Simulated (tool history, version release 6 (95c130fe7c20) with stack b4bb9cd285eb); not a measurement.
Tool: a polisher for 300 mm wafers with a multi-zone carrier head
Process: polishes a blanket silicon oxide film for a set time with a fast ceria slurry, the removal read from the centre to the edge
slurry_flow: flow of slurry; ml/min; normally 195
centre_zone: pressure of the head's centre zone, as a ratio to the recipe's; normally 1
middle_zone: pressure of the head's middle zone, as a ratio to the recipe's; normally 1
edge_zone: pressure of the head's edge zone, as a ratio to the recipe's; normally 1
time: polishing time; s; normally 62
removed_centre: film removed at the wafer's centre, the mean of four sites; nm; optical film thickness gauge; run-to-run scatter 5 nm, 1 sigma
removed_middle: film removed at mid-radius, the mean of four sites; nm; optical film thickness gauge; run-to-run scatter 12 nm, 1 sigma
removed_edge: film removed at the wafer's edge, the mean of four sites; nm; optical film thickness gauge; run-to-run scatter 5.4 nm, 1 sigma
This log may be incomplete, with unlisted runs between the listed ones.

run,hour,slurry_flow,centre_zone,middle_zone,edge_zone,time,wafers since the last listed run,wafers polished on this pad,hours since the slurry nozzle was cleaned,hours since the centre zone pressure was calibrated,hours since the edge zone pressure was calibrated,hours since the carrier head's membrane was replaced,"incoming thickness of the incoming film, nm",removed_centre,removed_middle,removed_edge
1,0,195,1,1,1,62,0,578,311.3,294,929.6,1062.8,2470.5,745.1,728.5,782.3
# hour 39.8: slurry nozzle cleaned
2,50.9,195,1,1,1,62,628,1206,11.1,344.9,980.5,1113.7,2508.5,779.5,802.1,789.2
3,92.9,195,1,1,1,62,528,1734,53.1,386.9,1022.5,1155.7,2523.4,771.9,773.1,800.8
# hour 103.3: worn pad replaced by a new one
4,131,195,1,1,1,62,429,348,91.2,425,1060.6,1193.8,2537,774.4,757.1,784.4
5,192.9,195,1,1,1,62,779,1127,153.1,486.9,1122.5,1255.7,2471.7,754.7,778.5,781.5
6,258.4,195,1,1,1,62,824,1952,218.6,552.4,1188,1321.2,2486,743.7,758.4,777.1
# hour 269.1: worn pad replaced by a new one
7,283.7,195,1,1,1,62,268,183,243.9,577.7,1213.3,1346.5,2474.8,754.2,772.1,783.3
# hour 331.6: slurry nozzle cleaned
# hour 451.7: worn pad replaced by a new one
# hour 454.4: centre zone pressure recalibrated
# hour 474.9: edge zone pressure recalibrated
8,481,195,1,1,1,62,2370,319,149.4,26.6,6.1,1543.8,2439.4,690.9,681,725.5
# hour 496.9: slurry nozzle cleaned, repeated, since the last time left the tool worse
9,523.3,195,1,1,1,62,519,838,26.4,68.9,48.4,1586.1,2448.6,777.1,785.1,793.9
# hour 564.7: carrier head's membrane replaced by a new one
10,572.3,175,1.08,1,1.08,82,553,1392,75.4,117.9,97.4,7.6,2487.6,1072.4,1026.1,1062.9
# hour 598.1: worn pad replaced by a new one
11,605,195,1,1,1,62,361,86,108.1,150.6,130.1,40.3,2466.9,765,773.3,786.5
12,651.2,255,0.96,0.89,1.05,62,581,668,154.3,196.8,176.3,86.5,2530.4,769.6,728.3,831.3
13,693,195,0.92,0.94,1,62,526,1194,196.1,238.6,218.1,128.3,2508.7,691.3,725.2,781.9
# hour 739.1: worn pad replaced by a new one
14,740.5,195,1,1,1,62,547,17,243.6,286.1,265.6,175.8,2469.2,753.8,770.2,778.1
15,786,195,0.92,1,1,62,572,590,289.1,331.6,311.1,221.3,2535.1,690.7,769,782.1
# hour 815: slurry nozzle cleaned
16,829.3,175,1,1.05,1,62,532,1122,14.3,374.9,354.4,264.6,2484.8,765.3,782.2,783.1

Here are 5 independent what-if runs from the current tool condition. What would each one return?
A,829.7,195,1,1.11,1,62,5,1127,14.7,375.3,354.8,265,2463.8,?,?,?
B,829.7,195,1.07,1,1,62,5,1127,14.7,375.3,354.8,265,2463.8,?,?,?
C,829.7,195,1,0.92,1,73,5,1127,14.7,375.3,354.8,265,2463.8,?,?,?
D,829.7,260,1,0.88,0.95,62,5,1127,14.7,375.3,354.8,265,2463.8,?,?,?
E,829.7,195,1,1,0.89,62,5,1127,14.7,375.3,354.8,265,2463.8,?,?,?

run,removed_centre,removed_middle,removed_edge
A,778.6,836.2,798.3
B,833.1,785.9,799.1
C,915.9,882.9,941.6
D,812.4,760.7,803.6
E,778.2,786.4,756.6
The same runs, with their run-to-run variation unchanged, on a tool lacking any hidden condition would have given:
run,removed_centre,removed_middle,removed_edge
A,784.2,841.6,802
B,839.1,790.9,802.8
C,922.5,888.5,946
D,816.7,764.4,806.5
E,783.8,791.4,760.1
